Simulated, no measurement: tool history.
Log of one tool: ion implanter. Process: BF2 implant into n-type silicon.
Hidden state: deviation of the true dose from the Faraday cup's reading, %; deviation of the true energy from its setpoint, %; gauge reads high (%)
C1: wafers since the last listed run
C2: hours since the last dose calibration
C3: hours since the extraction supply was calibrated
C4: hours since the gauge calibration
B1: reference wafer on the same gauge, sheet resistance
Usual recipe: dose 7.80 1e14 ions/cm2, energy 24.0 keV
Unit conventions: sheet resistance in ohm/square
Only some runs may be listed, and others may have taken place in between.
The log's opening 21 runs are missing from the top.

run 22 hour=1592.2 | dose=7.80 energy=24.0 | C1=981 C2=614.6 C3=6565.9 C4=538.1 | B1=177.97 | sheet_resistance=219.12
-- hour=1644.9 Faraday cup replaced and dose calibrated
run 23 hour=1645.4 | dose=9.11 energy=26.5 | C1=606 C2=0.5 C3=6619.1 C4=591.3 | B1=177.98 | sheet_resistance=192.85
run 24 hour=1699.0 | dose=7.80 energy=24.0 | C1=719 C2=54.1 C3=6672.7 C4=644.9 | B1=177.94 | sheet_resistance=216.65
run 25 hour=1806.7 | dose=6.89 energy=20.5 | C1=1446 C2=161.8 C3=6780.4 C4=752.6 | B1=177.98 | sheet_resistance=245.18
run 26 hour=1893.2 | dose=7.80 energy=24.0 | C1=1161 C2=248.3 C3=6866.9 C4=839.1 | B1=178.07 | sheet_resistance=217.38
run 27 hour=1931.5 | dose=8.39 energy=24.0 | C1=514 C2=286.6 C3=6905.2 C4=877.4 | B1=177.98 | sheet_resistance=210.64
-- hour=2014.9 extraction supply calibrated
run 28 hour=2022.0 | dose=6.06 energy=20.0 | C1=1107 C2=377.1 C3=7.1 C4=967.9 | B1=177.98 | sheet_resistance=266.39
run 29 hour=2085.1 | dose=5.89 energy=18.0 | C1=847 C2=440.2 C3=70.2 C4=1031.0 | B1=178.00 | sheet_resistance=280.23
run 30 hour=2136.3 | dose=7.80 energy=17.5 | C1=687 C2=491.4 C3=121.4 C4=1082.2 | B1=178.01 | sheet_resistance=243.04
run 31 hour=2213.1 | dose=6.97 energy=27.0 | C1=1031 C2=568.2 C3=198.2 C4=1159.0 | B1=177.98 | sheet_resistance=227.46
-- hour=2272.2 Faraday cup replaced and dose calibrated
run 32 hour=2309.3 | dose=8.40 energy=20.5 | C1=1184 C2=37.1 C3=294.4 C4=1255.2 | B1=178.07 | sheet_resistance=220.01
run 33 hour=2358.2 | dose=6.09 energy=31.5 | C1=656 C2=86.0 C3=343.3 C4=1304.1 | B1=177.98 | sheet_resistance=237.22
run 34 hour=2459.7 | dose=6.39 energy=24.0 | C1=1362 C2=187.5 C3=444.8 C4=1405.6 | B1=178.11 | sheet_resistance=245.03
run 35 hour=2545.7 | dose=5.55 energy=16.5 | C1=1154 C2=273.5 C3=530.8 C4=1491.6 | B1=177.99 | sheet_resistance=295.33
run 36 hour=2634.1 | dose=7.80 energy=28.0 | C1=1187 C2=361.9 C3=619.2 C4=1580.0 | B1=177.99 | sheet_resistance=208.93
run 37 hour=2710.7 | dose=7.80 energy=31.5 | C1=1028 C2=438.5 C3=695.8 C4=1656.6 | B1=178.04 | sheet_resistance=202.23

4 ways to go on from here, each from the tool as it stands after run 37. What would each give?
run A hour=2711.1 | dose=5.70 energy=24.0 | C1=5 C2=438.9 C3=696.2 C4=1657.0 | B1=? | sheet_resistance=?
run B hour=2711.1 | dose=5.54 energy=28.0 | C1=5 C2=438.9 C3=696.2 C4=1657.0 | B1=? | sheet_resistance=?
run C hour=2711.1 | dose=9.24 energy=24.0 | C1=5 C2=438.9 C3=696.2 C4=1657.0 | B1=? | sheet_resistance=?
run D hour=2711.1 | dose=7.20 energy=29.0 | C1=5 C2=438.9 C3=696.2 C4=1657.0 | B1=? | sheet_resistance=?

run=A B1=178.03 sheet_resistance=266.59
run=B B1=178.03 sheet_resistance=263.93
run=C B1=178.03 sheet_resistance=201.24
run=D B1=178.03 sheet_resistance=217.87
Had the tool no hidden state, the same runs would have come out as:
run=A sheet_resistance=262.01
run=B sheet_resistance=259.04
run=C sheet_resistance=199.00
run=D sheet_resistance=214.42
